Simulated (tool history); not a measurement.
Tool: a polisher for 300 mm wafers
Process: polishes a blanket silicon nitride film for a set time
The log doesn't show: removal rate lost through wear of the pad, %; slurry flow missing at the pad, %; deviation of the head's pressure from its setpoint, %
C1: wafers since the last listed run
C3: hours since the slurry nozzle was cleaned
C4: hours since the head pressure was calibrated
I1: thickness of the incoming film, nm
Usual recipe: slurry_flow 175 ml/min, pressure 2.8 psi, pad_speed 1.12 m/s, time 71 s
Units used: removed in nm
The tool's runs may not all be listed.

Run 1, hour 0: usual settings but time 63 s; C1 0; wafers polished on this pad 333; C3 389.6; C4 1423.1; I1 891.9. Result: removed 107 nm.
Run 2, hour 25.6: usual settings but time 63 s; C1 250; wafers polished on this pad 584; C3 415.2; C4 1448.7; I1 882.8. Result: removed 102.6 nm.
Run 3, hour 34.5: usual settings but time 63 s; C1 87; wafers polished on this pad 671; C3 424.1; C4 1457.6; I1 888.7. Result: removed 103.9 nm.
Run 4, hour 40.7: usual settings but slurry_flow 190 ml/min, time 79 s; C1 60; wafers polished on this pad 732; C3 430.3; C4 1463.8; I1 892.3. Result: removed 130.7 nm.
Run 5, hour 47.7: usual settings but slurry_flow 190 ml/min, time 79 s; C1 68; wafers polished on this pad 800; C3 437.3; C4 1470.8; I1 876.6. Result: removed 129.3 nm.
At hour 61.4: worn pad replaced by a new one.
Run 6, hour 61.9: usual settings but slurry_flow 190 ml/min, time 79 s; C1 99; wafers polished on this pad 5; C3 451.5; C4 1485; I1 894.8. Result: removed 142.4 nm.
Run 7, hour 64.7: usual settings but pressure 3.2 psi, pad_speed 1.3 m/s; C1 27; wafers polished on this pad 32; C3 454.3; C4 1487.8; I1 901. Result: removed 159.3 nm.
Run 8, hour 78.7: usual settings but pressure 3.2 psi, pad_speed 1.3 m/s; C1 137; wafers polished on this pad 169; C3 468.3; C4 1501.8; I1 888. Result: removed 156.4 nm.
Run 9, hour 92.7: usual settings; C1 137; wafers polished on this pad 306; C3 482.3; C4 1515.8; I1 892.7. Result: removed 123.4 nm.
Run 10, hour 101.9: usual settings but slurry_flow 160 ml/min, pressure 3.2 psi, pad_speed 1.38 m/s; C1 90; wafers polished on this pad 396; C3 491.5; C4 1525; I1 902.5. Result: removed 157.1 nm.

Run 11 has not been measured yet. What should we expect?
Run 11, hour 108.1: usual settings but pressure 3.2 psi, pad_speed 1.3 m/s; C1 60; wafers polished on this pad 457; C3 497.7; C4 1531.2; I1 878.1. Result: removed ?.

{"run 11": {"removed": 153.5}}
Without the tool's hidden state the same run would have given removed 165.1 nm.

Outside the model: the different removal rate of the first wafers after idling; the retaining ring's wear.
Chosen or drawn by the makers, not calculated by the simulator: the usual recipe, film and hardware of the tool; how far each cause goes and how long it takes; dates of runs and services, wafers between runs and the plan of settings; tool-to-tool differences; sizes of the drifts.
